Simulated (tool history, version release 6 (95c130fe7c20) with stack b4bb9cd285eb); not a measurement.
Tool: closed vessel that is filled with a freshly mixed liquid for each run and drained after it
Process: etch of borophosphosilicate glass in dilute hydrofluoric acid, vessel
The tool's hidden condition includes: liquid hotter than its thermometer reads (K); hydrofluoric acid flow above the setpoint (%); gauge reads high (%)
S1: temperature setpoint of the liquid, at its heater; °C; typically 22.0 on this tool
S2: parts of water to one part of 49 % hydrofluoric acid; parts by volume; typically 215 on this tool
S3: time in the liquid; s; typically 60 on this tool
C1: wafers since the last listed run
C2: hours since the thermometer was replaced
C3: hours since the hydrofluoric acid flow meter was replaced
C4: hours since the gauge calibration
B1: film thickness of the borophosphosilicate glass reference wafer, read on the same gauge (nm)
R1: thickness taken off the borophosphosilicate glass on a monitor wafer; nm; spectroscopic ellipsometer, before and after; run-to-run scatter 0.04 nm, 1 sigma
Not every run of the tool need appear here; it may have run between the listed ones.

run,hour,S1,S2,S3,C1,C2,C3,C4,B1,R1
1,0.0,22.0,215,60,0,534.6,1436.5,383.1,120.00,9.54
2,17.6,22.0,215,60,2074,552.2,1454.1,400.7,120.01,9.53
3,45.2,19.5,215,40,3253,579.8,1481.7,428.3,119.99,5.82
4,71.4,19.5,215,40,3088,606.0,1507.9,454.5,120.00,5.81
5,97.9,19.5,215,40,3124,632.5,1534.4,481.0,119.99,5.84
6,117.0,22.0,260,60,2251,651.6,1553.5,500.1,120.01,7.60
7,150.4,22.0,215,60,3937,685.0,1586.9,533.5,120.00,9.66
8,176.1,18.5,215,60,3029,710.7,1612.6,559.2,120.02,8.43
9,189.6,18.5,215,60,1591,724.2,1626.1,572.7,120.02,8.46
10,202.8,22.0,215,60,1556,737.4,1639.3,585.9,120.02,9.64
11,235.4,22.0,215,60,3843,770.0,1671.9,618.5,120.00,9.63
12,254.4,22.0,215,60,2239,789.0,1690.9,637.5,120.03,9.70
13,288.5,22.0,215,60,4020,823.1,1725.0,671.6,120.00,9.74
14,323.1,22.0,215,45,4079,857.7,1759.6,706.2,119.98,7.32
15,335.7,26.0,275,60,1485,870.3,1772.2,718.8,120.02,8.21
16,356.6,20.5,110,30,2463,891.2,1793.1,739.7,120.01,10.04
# hour 359.1: gauge calibrated
17,387.2,22.0,215,60,3607,921.8,1823.7,28.1,119.98,9.80
18,415.0,24.5,135,75,3277,949.6,1851.5,55.9,120.00,23.39
19,432.4,18.5,255,30,2051,967.0,1868.9,73.3,120.02,3.47
# hour 451.4: thermometer replaced
20,453.3,22.0,215,60,2346,1.9,1889.8,94.2,120.01,9.17
21,471.2,22.0,215,85,2110,19.8,1907.7,112.1,120.00,13.07
22,493.3,22.0,215,60,2605,41.9,1929.8,134.2,120.01,9.19
# hour 518.9: hydrofluoric acid flow meter replaced
23,528.5,25.0,215,60,4031,77.1,9.6,169.4,119.99,10.32
24,550.7,22.0,215,60,2617,99.3,31.8,191.6,120.01,9.20
25,574.0,22.0,175,90,2746,122.6,55.1,214.9,120.00,17.81
26,604.3,18.5,255,90,3572,152.9,85.4,245.2,120.02,9.91
27,626.0,24.0,215,80,2558,174.6,107.1,266.9,120.02,13.31
28,652.7,24.5,215,60,3147,201.3,133.8,293.6,120.00,10.24

Subtracting, for every run, the result it would have given without the tool's unlogged condition from the measured result gives the following. The same run-to-run variation enters both numbers; the gauge's scatter may not:
run,R1
1,+0.42
2,+0.43
3,+0.27
4,+0.28
5,+0.29
6,+0.37
7,+0.49
8,+0.45
9,+0.46
10,+0.51
11,+0.52
12,+0.54
13,+0.56
14,+0.43
15,+0.45
16,+0.65
17,+0.60
18,+1.50
19,+0.22
20,+0.04
21,+0.07
22,+0.06
23,+0.08
24,+0.09
25,+0.19
26,+0.12
27,+0.17
28,+0.14
